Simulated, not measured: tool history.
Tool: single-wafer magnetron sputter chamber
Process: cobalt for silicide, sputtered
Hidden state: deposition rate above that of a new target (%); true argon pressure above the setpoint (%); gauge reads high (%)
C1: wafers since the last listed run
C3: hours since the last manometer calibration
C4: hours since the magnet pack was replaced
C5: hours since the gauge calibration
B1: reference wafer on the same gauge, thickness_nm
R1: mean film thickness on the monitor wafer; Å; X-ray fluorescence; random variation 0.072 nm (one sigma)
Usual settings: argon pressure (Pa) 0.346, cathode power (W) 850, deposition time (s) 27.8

{"run": 1, "hour": 0.0, "argon pressure (Pa)": 0.346, "cathode power (W)": 850, "deposition time (s)": 31.4, "C1": 0, "wafers on the sputter target": 2536, "C3": 1288.8, "C4": 9212.0, "C5": 960.0, "B1": 11.906, "R1": 130.91}
{"run": 2, "hour": 33.5, "argon pressure (Pa)": 0.346, "cathode power (W)": 800, "deposition time (s)": 27.8, "C1": 628, "wafers on the sputter target": 3165, "C3": 1322.3, "C4": 9245.5, "C5": 993.5, "B1": 11.91, "R1": 108.18}
{"hour": 55.2, "done": "sputter target and shields replaced"}
{"run": 3, "hour": 55.7, "argon pressure (Pa)": 0.346, "cathode power (W)": 800, "deposition time (s)": 27.8, "C1": 266, "wafers on the sputter target": 8, "C3": 1344.5, "C4": 9267.7, "C5": 1015.7, "B1": 11.897, "R1": 112.74}
{"run": 4, "hour": 73.6, "argon pressure (Pa)": 0.346, "cathode power (W)": 800, "deposition time (s)": 27.8, "C1": 336, "wafers on the sputter target": 344, "C3": 1362.4, "C4": 9285.6, "C5": 1033.6, "B1": 11.9, "R1": 113.57}
{"run": 5, "hour": 96.5, "argon pressure (Pa)": 0.346, "cathode power (W)": 850, "deposition time (s)": 27.8, "C1": 429, "wafers on the sputter target": 774, "C3": 1385.3, "C4": 9308.5, "C5": 1056.5, "B1": 11.898, "R1": 119.38}
{"run": 6, "hour": 116.5, "argon pressure (Pa)": 0.346, "cathode power (W)": 850, "deposition time (s)": 27.8, "C1": 375, "wafers on the sputter target": 1150, "C3": 1405.3, "C4": 9328.5, "C5": 1076.5, "B1": 11.903, "R1": 118.74}
{"run": 7, "hour": 129.7, "argon pressure (Pa)": 0.346, "cathode power (W)": 850, "deposition time (s)": 27.8, "C1": 247, "wafers on the sputter target": 1397, "C3": 1418.5, "C4": 9341.7, "C5": 1089.7, "B1": 11.897, "R1": 118.44}
{"run": 8, "hour": 152.6, "argon pressure (Pa)": 0.286, "cathode power (W)": 850, "deposition time (s)": 29.9, "C1": 429, "wafers on the sputter target": 1827, "C3": 1441.4, "C4": 9364.6, "C5": 1112.6, "B1": 11.881, "R1": 127.71}
{"run": 9, "hour": 167.8, "argon pressure (Pa)": 0.286, "cathode power (W)": 850, "deposition time (s)": 29.9, "C1": 285, "wafers on the sputter target": 2113, "C3": 1456.6, "C4": 9379.8, "C5": 1127.8, "B1": 11.898, "R1": 125.81}
{"run": 10, "hour": 184.4, "argon pressure (Pa)": 0.286, "cathode power (W)": 850, "deposition time (s)": 29.9, "C1": 311, "wafers on the sputter target": 2424, "C3": 1473.2, "C4": 9396.4, "C5": 1144.4, "B1": 11.897, "R1": 124.62}
{"run": 11, "hour": 198.5, "argon pressure (Pa)": 0.346, "cathode power (W)": 850, "deposition time (s)": 25.7, "C1": 264, "wafers on the sputter target": 2689, "C3": 1487.3, "C4": 9410.5, "C5": 1158.5, "B1": 11.893, "R1": 106.62}
{"run": 12, "hour": 221.8, "argon pressure (Pa)": 0.346, "cathode power (W)": 700, "deposition time (s)": 27.8, "C1": 437, "wafers on the sputter target": 3127, "C3": 1510.6, "C4": 9433.8, "C5": 1181.8, "B1": 11.899, "R1": 94.4}
{"hour": 246.7, "done": "sputter target and shields replaced"}
{"run": 13, "hour": 251.4, "argon pressure (Pa)": 0.346, "cathode power (W)": 700, "deposition time (s)": 27.8, "C1": 405, "wafers on the sputter target": 87, "C3": 1540.2, "C4": 9463.4, "C5": 1211.4, "B1": 11.886, "R1": 99.32}
{"run": 14, "hour": 281.2, "argon pressure (Pa)": 0.346, "cathode power (W)": 700, "deposition time (s)": 27.8, "C1": 559, "wafers on the sputter target": 646, "C3": 1570.0, "C4": 9493.2, "C5": 1241.2, "B1": 11.901, "R1": 99.17}
{"hour": 294.0, "done": "gauge calibrated"}
{"run": 15, "hour": 302.0, "argon pressure (Pa)": 0.346, "cathode power (W)": 850, "deposition time (s)": 27.8, "C1": 390, "wafers on the sputter target": 1037, "C3": 1590.8, "C4": 9514.0, "C5": 8.0, "B1": 11.902, "R1": 119.14}
{"run": 16, "hour": 335.5, "argon pressure (Pa)": 0.346, "cathode power (W)": 850, "deposition time (s)": 27.8, "C1": 628, "wafers on the sputter target": 1666, "C3": 1624.3, "C4": 9547.5, "C5": 41.5, "B1": 11.892, "R1": 117.47}
{"run": 17, "hour": 369.4, "argon pressure (Pa)": 0.286, "cathode power (W)": 850, "deposition time (s)": 29.9, "C1": 636, "wafers on the sputter target": 2302, "C3": 1658.2, "C4": 9581.4, "C5": 75.4, "B1": 11.9, "R1": 128.38}
{"run": 18, "hour": 401.1, "argon pressure (Pa)": 0.346, "cathode power (W)": 900, "deposition time (s)": 27.8, "C1": 595, "wafers on the sputter target": 2898, "C3": 1689.9, "C4": 9613.1, "C5": 107.1, "B1": 11.895, "R1": 121.21}
{"run": 19, "hour": 435.9, "argon pressure (Pa)": 0.482, "cathode power (W)": 700, "deposition time (s)": 27.8, "C1": 653, "wafers on the sputter target": 3551, "C3": 1724.7, "C4": 9647.9, "C5": 141.9, "B1": 11.914, "R1": 91.96}
{"run": 20, "hour": 468.6, "argon pressure (Pa)": 0.346, "cathode power (W)": 700, "deposition time (s)": 27.8, "C1": 613, "wafers on the sputter target": 4165, "C3": 1757.4, "C4": 9680.6, "C5": 174.6, "B1": 11.894, "R1": 92.57}
{"hour": 487.3, "done": "sputter target and shields replaced"}
{"run": 21, "hour": 491.1, "argon pressure (Pa)": 0.393, "cathode power (W)": 950, "deposition time (s)": 25.3, "C1": 272, "wafers on the sputter target": 72, "C3": 1779.9, "C4": 9703.1, "C5": 197.1, "B1": 11.885, "R1": 123.91}
{"run": 22, "hour": 523.7, "argon pressure (Pa)": 0.285, "cathode power (W)": 850, "deposition time (s)": 27.8, "C1": 612, "wafers on the sputter target": 684, "C3": 1812.5, "C4": 9735.7, "C5": 229.7, "B1": 11.903, "R1": 121.86}
{"hour": 547.9, "done": "capacitance manometer re-zeroed and calibrated"}
{"run": 23, "hour": 548.4, "argon pressure (Pa)": 0.255, "cathode power (W)": 750, "deposition time (s)": 31.0, "C1": 313, "wafers on the sputter target": 997, "C3": 0.5, "C4": 9760.4, "C5": 254.4, "B1": 11.895, "R1": 119.32}
{"run": 24, "hour": 627.1, "argon pressure (Pa)": 0.346, "cathode power (W)": 850, "deposition time (s)": 27.8, "C1": 1477, "wafers on the sputter target": 2475, "C3": 79.2, "C4": 9839.1, "C5": 333.1, "B1": 11.913, "R1": 116.61}
{"run": 25, "hour": 657.2, "argon pressure (Pa)": 0.475, "cathode power (W)": 850, "deposition time (s)": 27.8, "C1": 565, "wafers on the sputter target": 3040, "C3": 109.3, "C4": 9869.2, "C5": 363.2, "B1": 11.905, "R1": 112.7}
{"run": 26, "hour": 689.3, "argon pressure (Pa)": 0.426, "cathode power (W)": 850, "deposition time (s)": 32.8, "C1": 602, "wafers on the sputter target": 3643, "C3": 141.4, "C4": 9901.3, "C5": 395.3, "B1": 11.905, "R1": 133.63}
{"hour": 719.0, "done": "sputter target and shields replaced"}
{"run": 27, "hour": 723.0, "argon pressure (Pa)": 0.346, "cathode power (W)": 850, "deposition time (s)": 27.8, "C1": 482, "wafers on the sputter target": 75, "C3": 175.1, "C4": 9935.0, "C5": 429.0, "B1": 11.901, "R1": 121.66}
{"hour": 742.5, "done": "magnet pack replaced"}
{"run": 28, "hour": 743.0, "argon pressure (Pa)": 0.456, "cathode power (W)": 950, "deposition time (s)": 32.7, "C1": 225, "wafers on the sputter target": 301, "C3": 195.1, "C4": 0.5, "C5": 449.0, "B1": 11.904, "R1": 155.03}
{"run": 29, "hour": 752.6, "argon pressure (Pa)": 0.346, "cathode power (W)": 950, "deposition time (s)": 27.8, "C1": 180, "wafers on the sputter target": 481, "C3": 204.7, "C4": 10.1, "C5": 458.6, "B1": 11.915, "R1": 136.08}
{"run": 30, "hour": 786.0, "argon pressure (Pa)": 0.346, "cathode power (W)": 800, "deposition time (s)": 25.0, "C1": 627, "wafers on the sputter target": 1108, "C3": 238.1, "C4": 43.5, "C5": 492.0, "B1": 11.899, "R1": 101.63}
{"run": 31, "hour": 812.5, "argon pressure (Pa)": 0.346, "cathode power (W)": 850, "deposition time (s)": 27.8, "C1": 497, "wafers on the sputter target": 1605, "C3": 264.6, "C4": 70.0, "C5": 518.5, "B1": 11.902, "R1": 117.12}
{"run": 32, "hour": 848.2, "argon pressure (Pa)": 0.435, "cathode power (W)": 850, "deposition time (s)": 23.0, "C1": 670, "wafers on the sputter target": 2276, "C3": 300.3, "C4": 105.7, "C5": 554.2, "B1": 11.889, "R1": 94.42}
{"run": 33, "hour": 933.7, "argon pressure (Pa)": 0.397, "cathode power (W)": 1050, "deposition time (s)": 32.6, "C1": 1605, "wafers on the sputter target": 3881, "C3": 385.8, "C4": 191.2, "C5": 639.7, "B1": 11.907, "R1": 159.9}
{"hour": 950.9, "done": "sputter target and shields replaced"}
{"run": 34, "hour": 968.3, "argon pressure (Pa)": 0.228, "cathode power (W)": 800, "deposition time (s)": 29.8, "C1": 499, "wafers on the sputter target": 326, "C3": 420.4, "C4": 225.8, "C5": 674.3, "B1": 11.896, "R1": 124.27}

Some steps in R1 between neighbouring runs. How much of each would the tool show without its hidden state too (settings, what came in, random variation), and how much is left for the hidden state, with any gauge scatter that isn't in both results?
Run 26 -> 27: argon pressure (Pa) 0.426 -> 0.346, deposition time (s) 32.8 -> 27.8, sputter target and shields replaced. R1 -11.97 Å: hidden state +9.27, all else -21.24.
Run 29 -> 30: cathode power (W) 950 -> 800, deposition time (s) 27.8 -> 25.0. R1 -34.45 Å: hidden state -0.55, all else -33.90.
Run 32 -> 33: argon pressure (Pa) 0.435 -> 0.397, cathode power (W) 850 -> 1050, deposition time (s) 23.0 -> 32.6. R1 +65.48 Å: hidden state -9.23, all else +74.71.
Run 33 -> 34: argon pressure (Pa) 0.397 -> 0.228, cathode power (W) 1050 -> 800, deposition time (s) 32.6 -> 29.8, sputter target and shields replaced. R1 -35.63 Å: hidden state +12.40, all else -48.03.
